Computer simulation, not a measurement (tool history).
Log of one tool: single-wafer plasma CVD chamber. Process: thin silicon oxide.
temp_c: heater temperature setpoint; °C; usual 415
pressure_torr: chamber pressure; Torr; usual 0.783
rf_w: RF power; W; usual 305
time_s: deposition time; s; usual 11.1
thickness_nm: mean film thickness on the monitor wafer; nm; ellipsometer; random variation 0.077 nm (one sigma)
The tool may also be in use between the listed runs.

run,hour,temp_c,pressure_torr,rf_w,time_s,"read-back reference wafer on the same gauge, thickness_nm",thickness_nm
1,0,415,0.783,305,11.1,18.396,18.935
# hour 13.7: thermocouple changed; heater temperature recalibrated
2,14.2,415,0.783,305,11.1,18.399,18.968
3,23.1,415,0.783,305,11.1,18.399,18.87
4,31.9,415,0.783,305,11.1,18.401,18.872
5,43.6,427,0.783,305,11.1,18.388,18.704
6,54.9,428,0.858,305,12.3,18.397,22.729
7,71.1,415,0.783,305,11.1,18.398,18.841
8,87.4,402,0.886,305,11.1,18.389,21.415
9,104.5,415,0.837,280,11.1,18.397,19.274
10,112,415,0.783,305,11.1,18.4,18.831
11,129.7,408,0.862,335,12,18.401,23.333
# hour 140: capacitance manometer re-zeroed and calibrated
# hour 146.8: RF generator calibrated
12,147.3,415,0.783,305,9.1,18.403,14.601
13,147.6,409,0.783,335,11.1,18.407,18.727
14,154.3,415,0.783,350,9.7,18.41,16.49
15,170.5,415,0.783,305,11.1,18.397,17.766
16,181.3,415,0.597,350,11.1,18.404,13.965
17,196.6,415,0.707,305,11.1,18.398,15.896
18,205.5,415,0.964,305,11.7,18.408,23.07
19,216.8,423,0.694,360,13.1,18.395,19.754
20,232.8,401,0.783,305,12.9,18.392,20.802
21,247,415,0.783,305,11.1,18.399,17.831
22,256.8,405,0.783,320,11.1,18.397,18.154
# hour 267.4: capacitance manometer re-zeroed and calibrated, repeated, since the last time left the tool worse
23,267.9,415,0.783,305,11.1,18.398,19.947
# hour 272.7: gauge calibrated
24,300.3,415,0.783,305,11.1,18.407,19.946
25,343,415,0.854,305,11.1,18.403,21.569
26,396,427,0.834,360,12.4,18.4,25.203
27,409.6,415,0.783,250,11.1,18.388,18.049
28,425,422,0.783,305,11.1,18.402,19.919
29,435.3,415,0.783,305,11.1,18.401,19.796

4 ways to go on from here, each from the tool as it stands after run 29. What would each give?
A,435.7,415,0.783,305,11.1,?,?
B,435.7,409,0.783,265,12.1,?,?
C,435.7,415,0.783,345,13,?,?
D,435.7,404,0.783,355,11.1,?,?

run,"read-back reference wafer on the same gauge, thickness_nm",thickness_nm
A,18.406,19.957
B,18.406,20.392
C,18.406,24.681
D,18.406,21.516
Without the tool's hidden state the same runs would have given:
run,thickness_nm
A,19.933
B,20.367
C,24.651
D,21.49

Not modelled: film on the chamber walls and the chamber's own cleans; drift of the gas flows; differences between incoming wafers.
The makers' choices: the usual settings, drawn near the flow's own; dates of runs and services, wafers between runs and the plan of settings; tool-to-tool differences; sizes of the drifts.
